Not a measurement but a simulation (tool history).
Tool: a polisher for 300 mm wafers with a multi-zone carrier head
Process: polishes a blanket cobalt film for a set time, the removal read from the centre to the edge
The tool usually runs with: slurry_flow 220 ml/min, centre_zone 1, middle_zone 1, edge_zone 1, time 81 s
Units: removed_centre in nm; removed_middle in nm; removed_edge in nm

run	hour	slurry_flow	centre_zone	middle_zone	edge_zone	time	wafers since the last listed run	wafers polished on this pad	hours since the slurry nozzle was cleaned	hours since the centre zone pressure was calibrated	hours since the edge zone pressure was calibrated	hours since the carrier head's membrane was replaced	incoming thickness of the incoming film, nm	removed_centre	removed_middle	removed_edge
1	0	220	1	1	1	81	0	933	727.8	258.2	520.7	132.5	1429.7	405	432.8	418.6
2	23.6	170	1	1	0.93	92	211	1144	751.4	281.8	544.3	156.1	1428.3	442.1	470	469.5
# hour 31.9: slurry nozzle cleaned
3	43.7	165	1.07	1	1.06	81	171	1315	11.8	301.9	564.4	176.2	1436.3	424.4	430.2	436.5
4	64.2	220	0.96	1	1	81	183	1499	32.3	322.4	584.9	196.7	1442.4	382.6	431.8	428.2
5	88	220	1	1	1	60	213	1712	56.1	346.2	608.7	220.5	1435.5	295	316.4	315
# hour 101.5: edge zone pressure recalibrated
6	103.7	220	1	1	1	81	122	1835	71.8	361.9	2.2	236.2	1428.6	394	425.5	429.3
# hour 114.2: worn pad replaced by a new one
# hour 122.5: centre zone pressure recalibrated
7	123.2	290	1	1	1	81	120	63	91.3	0.7	21.7	255.7	1453.9	442.6	433.2	438
8	158.7	290	0.94	1	0.92	69	318	381	126.8	36.2	57.2	291.2	1411.2	350.3	371.1	369.8
9	207.7	220	1	1	1	107	439	820	175.8	85.2	106.2	340.2	1455.3	552.1	571.5	571.4
10	234.2	220	1	1	1	81	237	1057	202.3	111.7	132.7	366.7	1436.9	424.4	422	429.3
11	251.3	240	1	0.88	1.07	62	153	1210	219.4	128.8	149.8	383.8	1433.4	325.8	296.3	341.4
12	271.1	220	1	1	1	81	177	1388	239.2	148.6	169.6	403.6	1441.2	410.9	428.4	443.5
13	285.3	220	0.9	0.93	1	81	127	1515	253.4	162.8	183.8	417.8	1437.1	369.1	399.4	438.8

What will run 14 give?
14	302	220	1	1	1	81	149	1664	270.1	179.5	200.5	434.5	1463.6	?	?	?

{"run 14": {"removed_centre": 416, "removed_middle": 422.4, "removed_edge": 426.3}}
With the hidden condition absent and the run-to-run variation left alone, this run would have shown removed_centre 441.4 nm, removed_middle 422.2 nm, removed_edge 426.3 nm.
